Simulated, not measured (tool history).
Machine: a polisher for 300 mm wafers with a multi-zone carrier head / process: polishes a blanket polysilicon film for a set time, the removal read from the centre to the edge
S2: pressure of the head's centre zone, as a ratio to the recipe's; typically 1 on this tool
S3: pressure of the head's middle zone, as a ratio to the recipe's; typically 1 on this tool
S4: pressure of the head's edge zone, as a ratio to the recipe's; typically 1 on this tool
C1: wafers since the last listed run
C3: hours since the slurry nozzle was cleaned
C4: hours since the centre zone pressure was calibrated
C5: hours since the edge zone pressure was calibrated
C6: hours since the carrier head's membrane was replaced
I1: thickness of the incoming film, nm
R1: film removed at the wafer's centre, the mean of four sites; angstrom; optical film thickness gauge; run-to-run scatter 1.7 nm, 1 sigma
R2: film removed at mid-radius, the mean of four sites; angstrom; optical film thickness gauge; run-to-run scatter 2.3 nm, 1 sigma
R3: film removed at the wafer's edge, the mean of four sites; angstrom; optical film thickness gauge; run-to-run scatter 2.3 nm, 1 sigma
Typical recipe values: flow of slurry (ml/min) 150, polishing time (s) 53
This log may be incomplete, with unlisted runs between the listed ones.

Run 1, hour 0: usual settings; C1 0; wafers polished on this pad 3980; C3 82.2; C4 0.5; C5 1011.9; C6 29.7; I1 1712.9. Result: R1 1831 angstrom, R2 1898 angstrom, R3 1866 angstrom.
Run 2, hour 57.9: usual settings but flow of slurry (ml/min) 105, S3 1.11; C1 624; wafers polished on this pad 4605; C3 140.1; C4 58.4; C5 1069.8; C6 87.6; I1 1698.6. Result: R1 1653 angstrom, R2 1881 angstrom, R3 1717 angstrom.
Run 3, hour 90: usual settings but flow of slurry (ml/min) 120; C1 346; wafers polished on this pad 4951; C3 172.2; C4 90.5; C5 1101.9; C6 119.7; I1 1717.3. Result: R1 1738 angstrom, R2 1779 angstrom, R3 1733 angstrom.
At hour 101.9: worn pad replaced by a new one.
Run 4, hour 139: usual settings; C1 485; wafers polished on this pad 399; C3 221.2; C4 139.5; C5 1150.9; C6 168.7; I1 1683.4. Result: R1 1953 angstrom, R2 2073 angstrom, R3 1950 angstrom.
Run 5, hour 193.9: usual settings but S3 0.91, S4 1.05; C1 592; wafers polished on this pad 992; C3 276.1; C4 194.4; C5 1205.8; C6 223.6; I1 1729.2. Result: R1 1976 angstrom, R2 1897 angstrom, R3 1991 angstrom.
Run 6, hour 255.4: usual settings; C1 663; wafers polished on this pad 1655; C3 337.6; C4 255.9; C5 1267.3; C6 285.1; I1 1696.9. Result: R1 1948 angstrom, R2 2005 angstrom, R3 1928 angstrom.
At hour 291.5: edge zone pressure recalibrated.
At hour 315.8: slurry nozzle cleaned.
Run 7, hour 325.7: usual settings but S2 0.93; C1 725; wafers polished on this pad 2381; C3 9.9; C4 326.2; C5 34.2; C6 355.4; I1 1677.3. Result: R1 1777 angstrom, R2 1982 angstrom, R3 1903 angstrom.
Run 8, hour 394.8: usual settings but S3 1.11; C1 745; wafers polished on this pad 3126; C3 79; C4 395.3; C5 103.3; C6 424.5; I1 1702.1. Result: R1 1906 angstrom, R2 2145 angstrom, R3 1877 angstrom.
Run 9, hour 459.4: usual settings; C1 696; wafers polished on this pad 3823; C3 143.6; C4 459.9; C5 167.9; C6 489.1; I1 1682.7. Result: R1 1911 angstrom, R2 1983 angstrom, R3 1901 angstrom.
Run 10, hour 519.3: usual settings; C1 646; wafers polished on this pad 4469; C3 203.5; C4 519.8; C5 227.8; C6 549; I1 1730.2. Result: R1 1890 angstrom, R2 1983 angstrom, R3 1837 angstrom.
Run 11, hour 564.5: usual settings but S2 0.91, S4 1.1; C1 487; wafers polished on this pad 4957; C3 248.7; C4 565; C5 273; C6 594.2; I1 1681.8. Result: R1 1696 angstrom, R2 1932 angstrom, R3 1893 angstrom.
Run 12, hour 606.2: usual settings but flow of slurry (ml/min) 170; C1 449; wafers polished on this pad 5407; C3 290.4; C4 606.7; C5 314.7; C6 635.9; I1 1719.3. Result: R1 1928 angstrom, R2 1933 angstrom, R3 1821 angstrom.
At hour 611.9: worn pad replaced by a new one.
Run 13, hour 652: usual settings but S2 1.04, S4 1.11, polishing time (s) 34; C1 450; wafers polished on this pad 432; C3 336.2; C4 652.5; C5 360.5; C6 681.7; I1 1696.2. Result: R1 1304 angstrom, R2 1287 angstrom, R3 1303 angstrom.
At hour 720.3: slurry nozzle cleaned.
Run 14, hour 771.2: usual settings but S3 1.07, S4 0.9, polishing time (s) 62; C1 1275; wafers polished on this pad 1707; C3 50.9; C4 771.7; C5 479.7; C6 800.9; I1 1707.8. Result: R1 2274 angstrom, R2 2498 angstrom, R3 2105 angstrom.
Run 15, hour 809.1: usual settings but flow of slurry (ml/min) 175, S3 0.95, polishing time (s) 61; C1 408; wafers polished on this pad 2115; C3 88.8; C4 809.6; C5 517.6; C6 838.8; I1 1701.1. Result: R1 2299 angstrom, R2 2222 angstrom, R3 2221 angstrom.
Run 16, hour 853.7: usual settings but flow of slurry (ml/min) 105; C1 481; wafers polished on this pad 2597; C3 133.4; C4 854.2; C5 562.2; C6 883.4; I1 1686. Result: R1 1774 angstrom, R2 1806 angstrom, R3 1774 angstrom.
Run 17, hour 898: usual settings but S3 0.96; C1 477; wafers polished on this pad 3074; C3 177.7; C4 898.5; C5 606.5; C6 927.7; I1 1687.5. Result: R1 1920 angstrom, R2 1900 angstrom, R3 1821 angstrom.
Run 18, hour 961.1: usual settings but S4 1.1; C1 680; wafers polished on this pad 3755; C3 240.8; C4 961.6; C5 669.6; C6 990.8; I1 1679.3. Result: R1 1954 angstrom, R2 1956 angstrom, R3 1914 angstrom.
Run 19, hour 1012.6: usual settings but S3 0.88; C1 555; wafers polished on this pad 4311; C3 292.3; C4 1013.1; C5 721.1; C6 1042.3; I1 1698.8. Result: R1 1922 angstrom, R2 1703 angstrom, R3 1844 angstrom.
Run 20, hour 1065.2: usual settings but flow of slurry (ml/min) 100, S2 0.96; C1 567; wafers polished on this pad 4878; C3 344.9; C4 1065.7; C5 773.7; C6 1094.9; I1 1675.4. Result: R1 1659 angstrom, R2 1721 angstrom, R3 1679 angstrom.
At hour 1074: carrier head's membrane replaced by a new one.
At hour 1103.4: worn pad replaced by a new one.
Run 21, hour 1118.7: usual settings but flow of slurry (ml/min) 105, S4 0.94; C1 480; wafers polished on this pad 164; C3 398.4; C4 1119.2; C5 827.2; C6 44.7; I1 1697. Result: R1 1875 angstrom, R2 1899 angstrom, R3 1818 angstrom.
At hour 1130.7: slurry nozzle cleaned.
Run 22, hour 1188: usual settings but S3 1.1; C1 736; wafers polished on this pad 901; C3 57.3; C4 1188.5; C5 896.5; C6 114; I1 1685.9. Result: R1 2085 angstrom, R2 2208 angstrom, R3 1932 angstrom.

What if the next run were any one of these 4? Each begins from the tool's condition after run 22:
Run A, hour 1188.4: usual settings; C1 4; wafers polished on this pad 905; C3 57.7; C4 1188.9; C5 896.9; C6 114.4; I1 1706.8. Result: R1 ?, R2 ?, R3 ?.
Run B, hour 1188.4: usual settings but S4 1.12; C1 4; wafers polished on this pad 905; C3 57.7; C4 1188.9; C5 896.9; C6 114.4; I1 1706.8. Result: R1 ?, R2 ?, R3 ?.
Run C, hour 1188.4: usual settings but S4 0.92; C1 4; wafers polished on this pad 905; C3 57.7; C4 1188.9; C5 896.9; C6 114.4; I1 1706.8. Result: R1 ?, R2 ?, R3 ?.
Run D, hour 1188.4: usual settings but S3 1.08; C1 4; wafers polished on this pad 905; C3 57.7; C4 1188.9; C5 896.9; C6 114.4; I1 1706.8. Result: R1 ?, R2 ?, R3 ?.

run    R1    R2    R3
  A  2088  2007  1965
  B  2088  2007  2079
  C  2088  2007  1889
  D  2089  2142  1963
With the hidden condition removed and each run's random variation left untouched, the same runs would have given:
run    R1    R2    R3
  A  1976  2039  1996
  B  1976  2039  2112
  C  1976  2040  1919
  D  1978  2177  1994
